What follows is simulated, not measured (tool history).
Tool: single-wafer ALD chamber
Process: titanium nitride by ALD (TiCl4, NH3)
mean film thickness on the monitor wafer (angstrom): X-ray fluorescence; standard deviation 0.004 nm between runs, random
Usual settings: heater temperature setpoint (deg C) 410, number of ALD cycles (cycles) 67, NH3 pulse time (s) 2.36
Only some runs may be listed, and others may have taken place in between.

| run | hour | heater temperature setpoint (deg C) | number of ALD cycles (cycles) | NH3 pulse time (s) | read-back reference wafer on the same gauge, thickness_nm | mean film thickness on the monitor wafer (angstrom) |
|---|---|---|---|---|---|---|
| 1 | 0 | 410 | 67 | 2.36 | 1.624 | 16 |
| 2 | 32.5 | 410 | 67 | 2.36 | 1.624 | 16 |
| 3 | 49 | 410 | 67 | 2.36 | 1.624 | 15.95 |
| 4 | 72.9 | 410 | 67 | 2.89 | 1.624 | 16.15 |
| 5 | 96.5 | 410 | 67 | 2.89 | 1.625 | 16.16 |
| 6 | 167 | 410 | 67 | 2.89 | 1.625 | 16.23 |
| 7 | 196.8 | 410 | 67 | 2.36 | 1.602 | 15.77 |
| 8 | 212.8 | 415 | 67 | 2.36 | 1.602 | 15.87 |
| 9 | 275.6 | 419 | 63 | 1.48 | 1.612 | 14.83 |
| 10 | 294.7 | 410 | 63 | 2.36 | 1.614 | 15.03 |
| 11 | 319.5 | 417 | 67 | 1.72 | 1.614 | 15.88 |
| 12 | 339.1 | 410 | 67 | 2.36 | 1.618 | 16.02 |
| 13 | 364.6 | 400 | 67 | 2.36 | 1.617 | 16 |
| 14 | 387.7 | 398 | 74 | 1.91 | 1.621 | 17.43 |

Withheld: 3 entries from between the runs. Position of each, and hidden state at the listed run before versus the listed run after:
From run 6 to run 7: gauge calibrated (hour 184.6)
  gauge reads high (%): 1.62 -> 0.0656
  measured less the result without the state, mean film thickness on the monitor wafer (angstrom): +0.26 -> +0.01
From run 7 to run 8: showerhead replaced (hour 208.6)
  gauge reads high (%): 0.0656 -> 0.24
  measured less the result without the state, mean film thickness on the monitor wafer (angstrom): +0.01 -> +0.04
From run 8 to run 9: thermocouple changed; heater temperature recalibrated (hour 234.9)
  gauge reads high (%): 0.24 -> 0.755
  measured less the result without the state, mean film thickness on the monitor wafer (angstrom): +0.04 -> +0.11
